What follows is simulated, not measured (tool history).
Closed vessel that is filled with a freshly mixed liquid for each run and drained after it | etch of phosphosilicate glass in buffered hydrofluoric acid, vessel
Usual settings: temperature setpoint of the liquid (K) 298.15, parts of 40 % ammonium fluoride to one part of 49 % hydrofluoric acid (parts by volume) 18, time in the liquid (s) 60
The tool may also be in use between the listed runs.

| run | day | temperature setpoint of the liquid (K) | parts of 40 % ammonium fluoride to one part of 49 % hydrofluoric acid (parts by volume) | time in the liquid (s) | read-back film thickness of the phosphosilicate glass reference wafer, read on the same gauge (nm) | thickness taken off the phosphosilicate glass on a monitor wafer (Å) |
|---|---|---|---|---|---|---|
| 1 | 0 | 300.65 | 23 | 60 | 120.04 | 2595.2 |
| 2 | 2.142 | 300.65 | 23 | 60 | 119.98 | 2653.2 |
| 3 | 6.412 | 298.15 | 18 | 60 | 120.03 | 2895.8 |
| 4 | 9.921 | 298.15 | 18 | 60 | 120.03 | 2893.8 |
| 5 | 12.988 | 298.15 | 15.5 | 45 | 120.02 | 2542.7 |
|  | 16.142 | gauge calibrated |
| 6 | 16.392 | 298.15 | 15.5 | 45 | 120 | 2542.5 |
|  | 16.929 | hydrofluoric acid flow meter replaced |
| 7 | 19.708 | 298.15 | 15.5 | 45 | 120 | 2317.4 |
| 8 | 22.138 | 295.15 | 16 | 95 | 119.96 | 4032.9 |
| 9 | 25.492 | 299.65 | 13 | 90 | 120 | 6039.3 |
| 10 | 29.046 | 300.15 | 12 | 60 | 120.04 | 4531.1 |
|  | 30.579 | thermometer replaced |
| 11 | 32.371 | 298.15 | 12 | 60 | 119.99 | 4066.4 |
| 12 | 36.608 | 293.65 | 18 | 35 | 120.01 | 1254.9 |
|  | 38.879 | gauge calibrated |
| 13 | 40.058 | 298.15 | 18 | 40 | 120 | 1853.3 |
| 14 | 44.008 | 298.15 | 18 | 60 | 120.01 | 2798.7 |

The same runs without the tool's hidden state, with the same run-to-run variation:
The hidden state here: liquid hotter than its thermometer reads (K); hydrofluoric acid flow above the setpoint (%); gauge reads high (%).
| run | thickness taken off the phosphosilicate glass on a monitor wafer (Å) |
|---|---|
| 1 | 2448.2 |
| 2 | 2496 |
| 3 | 2631.8 |
| 4 | 2612.9 |
| 5 | 2283.8 |
| 6 | 2269.6 |
| 7 | 2289.3 |
| 8 | 3964.6 |
| 9 | 5898.4 |
| 10 | 4394.7 |
| 11 | 3918.4 |
| 12 | 1198.7 |
| 13 | 1758.8 |
| 14 | 2635.9 |
